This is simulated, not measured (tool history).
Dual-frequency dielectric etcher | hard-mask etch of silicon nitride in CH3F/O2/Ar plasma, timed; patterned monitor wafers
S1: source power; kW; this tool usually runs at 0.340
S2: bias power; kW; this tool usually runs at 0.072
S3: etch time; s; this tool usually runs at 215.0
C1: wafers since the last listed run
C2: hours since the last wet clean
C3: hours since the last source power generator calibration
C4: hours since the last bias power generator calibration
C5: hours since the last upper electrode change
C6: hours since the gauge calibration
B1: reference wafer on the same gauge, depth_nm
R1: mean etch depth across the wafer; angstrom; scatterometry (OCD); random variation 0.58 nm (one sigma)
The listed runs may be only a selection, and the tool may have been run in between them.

{"run": 1, "hour": 0.0, "S1": 0.34, "S2": 0.072, "S3": 215.0, "C1": 0, "C2": 340.3, "C3": 4287.7, "C4": 1912.7, "C5": 1534.2, "C6": 1117.4, "B1": 129.0, "R1": 1495}
{"hour": 40.3, "done": "wet clean of the chamber"}
{"run": 2, "hour": 81.8, "S1": 0.39, "S2": 0.072, "S3": 215.0, "C1": 424, "C2": 41.5, "C3": 4369.5, "C4": 1994.5, "C5": 1616.0, "C6": 1199.2, "B1": 129.0, "R1": 1664}
{"run": 3, "hour": 137.3, "S1": 0.39, "S2": 0.072, "S3": 215.0, "C1": 407, "C2": 97.0, "C3": 4425.0, "C4": 2050.0, "C5": 1671.5, "C6": 1254.7, "B1": 129.0, "R1": 1644}
{"hour": 418.6, "done": "wet clean of the chamber"}
{"run": 4, "hour": 425.8, "S1": 0.34, "S2": 0.072, "S3": 215.0, "C1": 1942, "C2": 7.2, "C3": 4713.5, "C4": 2338.5, "C5": 1960.0, "C6": 1543.2, "B1": 128.9, "R1": 1660}
{"run": 5, "hour": 518.1, "S1": 0.34, "S2": 0.072, "S3": 215.0, "C1": 677, "C2": 99.5, "C3": 4805.8, "C4": 2430.8, "C5": 2052.3, "C6": 1635.5, "B1": 129.1, "R1": 1645}
{"run": 6, "hour": 571.8, "S1": 0.4, "S2": 0.072, "S3": 215.0, "C1": 394, "C2": 153.2, "C3": 4859.5, "C4": 2484.5, "C5": 2106.0, "C6": 1689.2, "B1": 129.0, "R1": 1780}
{"hour": 642.6, "done": "gauge calibrated"}
{"hour": 677.4, "done": "wet clean of the chamber, repeated, since the last time left the tool worse"}
{"run": 7, "hour": 679.2, "S1": 0.4, "S2": 0.072, "S3": 215.0, "C1": 612, "C2": 1.8, "C3": 4966.9, "C4": 2591.9, "C5": 2213.4, "C6": 36.6, "B1": 129.0, "R1": 1703}
{"run": 8, "hour": 785.6, "S1": 0.34, "S2": 0.072, "S3": 215.0, "C1": 781, "C2": 108.2, "C3": 5073.3, "C4": 2698.3, "C5": 2319.8, "C6": 143.0, "B1": 129.0, "R1": 1542}
{"run": 9, "hour": 888.9, "S1": 0.34, "S2": 0.072, "S3": 215.0, "C1": 758, "C2": 211.5, "C3": 5176.6, "C4": 2801.6, "C5": 2423.1, "C6": 246.3, "B1": 129.0, "R1": 1517}
{"run": 10, "hour": 948.3, "S1": 0.34, "S2": 0.072, "S3": 215.0, "C1": 436, "C2": 270.9, "C3": 5236.0, "C4": 2861.0, "C5": 2482.5, "C6": 305.7, "B1": 129.0, "R1": 1512}
{"run": 11, "hour": 1030.1, "S1": 0.34, "S2": 0.072, "S3": 215.0, "C1": 600, "C2": 352.7, "C3": 5317.8, "C4": 2942.8, "C5": 2564.3, "C6": 387.5, "B1": 129.0, "R1": 1502}
{"hour": 1059.4, "done": "wet clean of the chamber"}
{"run": 12, "hour": 1111.2, "S1": 0.34, "S2": 0.072, "S3": 215.0, "C1": 419, "C2": 51.8, "C3": 5398.9, "C4": 3023.9, "C5": 2645.4, "C6": 468.6, "B1": 129.0, "R1": 1545}
{"hour": 1202.1, "done": "source power generator calibrated"}
{"run": 13, "hour": 1202.6, "S1": 0.26, "S2": 0.088, "S3": 215.0, "C1": 641, "C2": 143.2, "C3": 0.5, "C4": 3115.3, "C5": 2736.8, "C6": 560.0, "B1": 129.0, "R1": 1379}
{"hour": 1359.4, "done": "upper electrode replaced"}
{"hour": 1433.2, "done": "wet clean of the chamber"}
{"run": 14, "hour": 1433.7, "S1": 0.34, "S2": 0.072, "S3": 173.5, "C1": 1344, "C2": 0.5, "C3": 231.6, "C4": 3346.4, "C5": 74.3, "C6": 791.1, "B1": 129.0, "R1": 1264}
{"run": 15, "hour": 1508.8, "S1": 0.34, "S2": 0.083, "S3": 176.5, "C1": 551, "C2": 75.6, "C3": 306.7, "C4": 3421.5, "C5": 149.4, "C6": 866.2, "B1": 128.9, "R1": 1318}
{"run": 16, "hour": 1593.0, "S1": 0.41, "S2": 0.072, "S3": 215.0, "C1": 618, "C2": 159.8, "C3": 390.9, "C4": 3505.7, "C5": 233.6, "C6": 950.4, "B1": 128.9, "R1": 1706}
{"hour": 1609.9, "done": "bias power generator calibrated"}
{"run": 17, "hour": 1648.1, "S1": 0.34, "S2": 0.072, "S3": 276.5, "C1": 375, "C2": 214.9, "C3": 446.0, "C4": 38.2, "C5": 288.7, "C6": 1005.5, "B1": 129.0, "R1": 1966}
{"run": 18, "hour": 1693.7, "S1": 0.37, "S2": 0.072, "S3": 154.5, "C1": 334, "C2": 260.5, "C3": 491.6, "C4": 83.8, "C5": 334.3, "C6": 1051.1, "B1": 129.1, "R1": 1146}
{"run": 19, "hour": 1768.3, "S1": 0.41, "S2": 0.063, "S3": 266.5, "C1": 547, "C2": 335.1, "C3": 566.2, "C4": 158.4, "C5": 408.9, "C6": 1125.7, "B1": 128.9, "R1": 1993}
{"hour": 1823.2, "done": "wet clean of the chamber"}
{"run": 20, "hour": 1858.5, "S1": 0.29, "S2": 0.072, "S3": 236.5, "C1": 486, "C2": 35.3, "C3": 656.4, "C4": 248.6, "C5": 499.1, "C6": 1215.9, "B1": 129.0, "R1": 1560}
{"run": 21, "hour": 1898.6, "S1": 0.34, "S2": 0.072, "S3": 215.0, "C1": 294, "C2": 75.4, "C3": 696.5, "C4": 288.7, "C5": 539.2, "C6": 1256.0, "B1": 128.9, "R1": 1545}
{"run": 22, "hour": 1934.6, "S1": 0.39, "S2": 0.054, "S3": 161.5, "C1": 264, "C2": 111.4, "C3": 732.5, "C4": 324.7, "C5": 575.2, "C6": 1292.0, "B1": 128.9, "R1": 1171}

Estimate the outcome of run 23 from the log above:
{"run": 23, "hour": 2025.2, "S1": 0.27, "S2": 0.087, "S3": 264.0, "C1": 665, "C2": 202.0, "C3": 823.1, "C4": 415.3, "C5": 665.8, "C6": 1382.6, "B1": "?", "R1": "?"}

B1: 128.9
R1: 1724 angstrom
Were there no unlogged condition in the tool, this run, its random variation unchanged, would have produced R1 1760 angstrom.
